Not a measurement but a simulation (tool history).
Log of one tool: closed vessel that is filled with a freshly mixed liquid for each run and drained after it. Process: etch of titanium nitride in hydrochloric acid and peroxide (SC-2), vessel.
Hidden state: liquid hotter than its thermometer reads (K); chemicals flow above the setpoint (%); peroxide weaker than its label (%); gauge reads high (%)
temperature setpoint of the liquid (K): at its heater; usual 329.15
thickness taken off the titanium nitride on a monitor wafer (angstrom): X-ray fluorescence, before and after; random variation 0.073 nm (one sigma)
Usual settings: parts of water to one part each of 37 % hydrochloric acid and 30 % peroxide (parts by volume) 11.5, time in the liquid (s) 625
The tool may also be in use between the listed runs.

run    hour  temperature setpoint of the liquid (K)  parts of water to one part each of 37 % hydrochloric acid and 30 % peroxide (parts by volume)  time in the liquid (s)  wafers since the last listed run  hours since the thermometer was replaced  hours since the chemicals flow meter was replaced  hours since the drum of peroxide was connected  hours since the gauge calibration  read-back film thickness of the titanium nitride reference wafer, read on the same gauge (nm)  thickness taken off the titanium nitride on a monitor wafer (angstrom)
  1       0                                  329.15                                                                                           11.5                     470                                 0                                     542.1                                              672.2                                          1117.8                             1320.6                                                                                         139.99                                                                   114.1
       58.9  -- gauge calibrated
  2    73.4                                  329.15                                                                                           14.5                     625                              6791                                     615.5                                              745.6                                          1191.2                               14.5                                                                                         140.02                                                                   124.9
      123.5  -- thermometer replaced
      158.5  -- new drum of peroxide connected
  3   376.8                                  329.15                                                                                           14.5                     625                             27886                                     253.3                                               1049                                           218.3                              317.9                                                                                         140.01                                                                   124.5
  4     426                                  329.15                                                                                           14.5                     625                              4552                                     302.5                                             1098.2                                           267.5                              367.1                                                                                         140.01                                                                   125.2
  5   528.5                                  329.15                                                                                           11.5                     625                              9483                                       405                                             1200.7                                             370                              469.6                                                                                         139.97                                                                   152.8
  6   600.7                                  329.15                                                                                           11.5                     625                              6680                                     477.2                                             1272.9                                           442.2                              541.8                                                                                         139.99                                                                   153.1
  7   655.2                                  329.15                                                                                           11.5                     625                              5042                                     531.7                                             1327.4                                           496.7                              596.3                                                                                         140.02                                                                   153.6
  8   731.3                                  329.15                                                                                           11.5                     625                              7041                                     607.8                                             1403.5                                           572.8                              672.4                                                                                         140.04                                                                   152.9
  9   822.9                                  331.65                                                                                           11.5                     625                              8475                                     699.4                                             1495.1                                           664.4                                764                                                                                         139.99                                                                   180.6
 10   866.7                                  331.65                                                                                           11.5                     625                              4052                                     743.2                                             1538.9                                           708.2                              807.8                                                                                         139.99                                                                   178.8
      885.3  -- thermometer replaced
 11   968.5                                  331.65                                                                                           11.5                     625                              9326                                      83.2                                             1640.7                                             810                              909.6                                                                                         139.99                                                                   179.1
 12  1020.8                                  336.65                                                                                           11.5                     625                              4838                                     135.5                                               1693                                           862.3                              961.9                                                                                         140.03                                                                   245.6
 13  1057.7                                  336.65                                                                                           11.5                     625                              3414                                     172.4                                             1729.9                                           899.2                              998.8                                                                                         139.99                                                                   245.1
 14  1164.9                                  329.15                                                                                             14                     980                              9918                                     279.6                                             1837.1                                          1006.4                               1106                                                                                         139.98                                                                   201.8
 15  1214.6                                  329.15                                                                                           11.5                     625                              4598                                     329.3                                             1886.8                                          1056.1                             1155.7                                                                                         140.01                                                                   152.8
       1238  -- chemicals flow meter replaced
 16  1264.3                                  329.15                                                                                           16.5                     625                              4505                                       379                                               26.3                                          1105.8                             1205.4                                                                                         140.02                                                                   112.3
 17  1310.9                                  329.15                                                                                           11.5                     625                              4311                                     425.6                                               72.9                                          1152.4                               1252                                                                                         140.05                                                                   153.2
 18  1408.4                                  329.15                                                                                            7.5                     810                              9021                                     523.1                                              170.4                                          1249.9                             1349.5                                                                                         140.02                                                                   281.5
       1464  -- gauge calibrated
 19  1477.7                                  329.15                                                                                           14.5                     625                              6411                                     592.4                                              239.7                                          1319.2                               13.7                                                                                         140.02                                                                   124.9
     1514.7  -- new drum of peroxide connected
 20  1535.2                                  320.15                                                                                           16.5                     290                              5227                                     649.9                                              297.2                                            20.5                               71.2                                                                                         139.99                                                                    28.6
     1560.1  -- thermometer replaced
 21  1607.5                                  326.15                                                                                           11.5                     810                              6596                                      47.4                                              369.5                                            92.8                              143.5                                                                                         139.94                                                                   161.8
 22  1704.9                                  329.15                                                                                           11.5                     625                              9011                                     144.8                                              466.9                                           190.2                              240.9                                                                                         139.98                                                                   151.6
 23  1765.5                                  338.65                                                                                              7                     295                              5606                                     205.4                                              527.5                                           250.8                              301.5                                                                                         139.99                                                                   195.4
 24  1824.6                                  329.15                                                                                            7.5                     810                              5468                                     264.5                                              586.6                                           309.9                              360.6                                                                                         139.98                                                                     282
 25  1915.9                                  323.15                                                                                             13                     430                              8447                                     355.8                                              677.9                                           401.2                              451.9                                                                                         140.02                                                                    64.1
 26  1989.8                                  334.15                                                                                           11.5                     625                              6837                                     429.7                                              751.8                                           475.1                              525.8                                                                                            140                                                                   210.3

3 ways to go on from here, each from the tool as it stands after run 26. What would each give?
  A  1990.6                                  329.15                                                                                           11.5                     625                                74                                     430.5                                              752.6                                           475.9                              526.6                                                                                              ?                                                                       ?
  B  1990.6                                  323.15                                                                                           11.5                     380                                74                                     430.5                                              752.6                                           475.9                              526.6                                                                                              ?                                                                       ?
  C  1990.6                                  324.15                                                                                           15.5                     625                                74                                     430.5                                              752.6                                           475.9                              526.6                                                                                              ?                                                                       ?

run  read-back film thickness of the titanium nitride reference wafer, read on the same gauge (nm)  thickness taken off the titanium nitride on a monitor wafer (angstrom)
  A                                                                                         139.97                                                                     153
  B                                                                                         139.97                                                                    62.8
  C                                                                                         139.97                                                                    85.1
Without the tool's hidden state the same runs would have given:
run  thickness taken off the titanium nitride on a monitor wafer (angstrom)
  A                                                                     153
  B                                                                    62.8
  C                                                                    85.1
